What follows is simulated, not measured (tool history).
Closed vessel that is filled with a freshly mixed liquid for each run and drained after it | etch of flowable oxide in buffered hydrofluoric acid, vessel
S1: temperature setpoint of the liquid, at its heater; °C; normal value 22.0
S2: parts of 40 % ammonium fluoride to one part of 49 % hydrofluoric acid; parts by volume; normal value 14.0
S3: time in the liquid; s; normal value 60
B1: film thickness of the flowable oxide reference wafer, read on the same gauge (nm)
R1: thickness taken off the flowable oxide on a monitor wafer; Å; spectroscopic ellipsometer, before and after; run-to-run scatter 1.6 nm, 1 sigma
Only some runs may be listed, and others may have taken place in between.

run,hour,S1,S2,S3,B1,R1
1,0.0,22.0,14.0,35,29.98,1103.3
2,41.8,22.0,14.0,35,29.99,1097.0
3,200.6,22.0,14.0,35,29.98,1106.1
4,235.8,22.0,14.0,60,30.01,1910.4
5,267.4,22.0,14.0,60,29.98,1913.3
6,330.5,22.0,14.0,60,30.00,1906.1
7,373.4,18.5,14.0,75,30.01,1959.1
8,485.0,18.5,14.0,75,30.01,2002.6
9,536.1,18.5,14.0,75,29.99,2032.9
10,580.9,22.0,14.0,45,29.95,1476.1
# hour 608.9: thermometer replaced
11,625.6,22.0,14.0,60,30.01,1821.8
12,686.8,22.0,14.0,60,30.05,1844.1
13,732.6,20.0,14.0,35,29.96,969.9
14,769.4,22.0,14.0,80,30.04,2501.0
15,802.6,22.0,14.0,80,30.01,2498.3
16,847.7,18.0,14.0,60,30.02,1492.6
17,887.5,22.0,14.0,60,29.97,1893.6
18,954.3,24.0,14.0,60,30.00,2090.3
# hour 994.3: gauge calibrated
19,1017.5,22.0,12.5,30,30.01,1076.0
20,1064.6,22.0,10.5,60,30.03,2497.0
# hour 1086.8: hydrofluoric acid flow meter replaced
21,1095.1,25.5,16.0,45,29.99,1421.4
22,1129.5,22.0,14.0,40,30.06,1203.0
23,1197.8,22.0,11.0,40,30.01,1532.2
24,1258.9,26.5,9.5,60,29.99,3345.4
25,1299.9,22.0,14.0,60,29.99,1824.5
26,1330.6,18.0,18.0,60,29.97,1167.2
27,1376.2,22.0,14.0,95,30.00,2928.9
28,1529.7,22.0,14.0,60,30.01,1881.2
29,1599.0,22.0,14.0,70,29.97,2164.3
30,1670.2,25.5,12.5,50,29.97,2120.8
31,1726.6,25.0,12.5,90,30.03,3691.4
32,1757.5,19.0,15.5,95,30.05,2252.3

Difference, measured minus no-hidden-state, one row per run. Run-to-run variation is common to both terms; the gauge's own scatter need not be:
The hidden state here: liquid hotter than its thermometer reads (K); hydrofluoric acid flow above the setpoint (%); gauge reads high (%).
run,R1
1,+77.7
2,+79.9
3,+90.7
4,+161.0
5,+164.4
6,+171.3
7,+183.2
8,+200.3
9,+208.6
10,+153.0
11,+105.8
12,+114.5
13,+62.9
14,+166.3
15,+171.7
16,+107.3
17,+139.5
18,+161.7
19,+87.1
20,+202.5
21,+47.6
22,+43.4
23,+61.8
24,+136.4
25,+84.8
26,+58.3
27,+150.5
28,+114.1
29,+140.2
30,+143.8
31,+262.8
32,+169.4
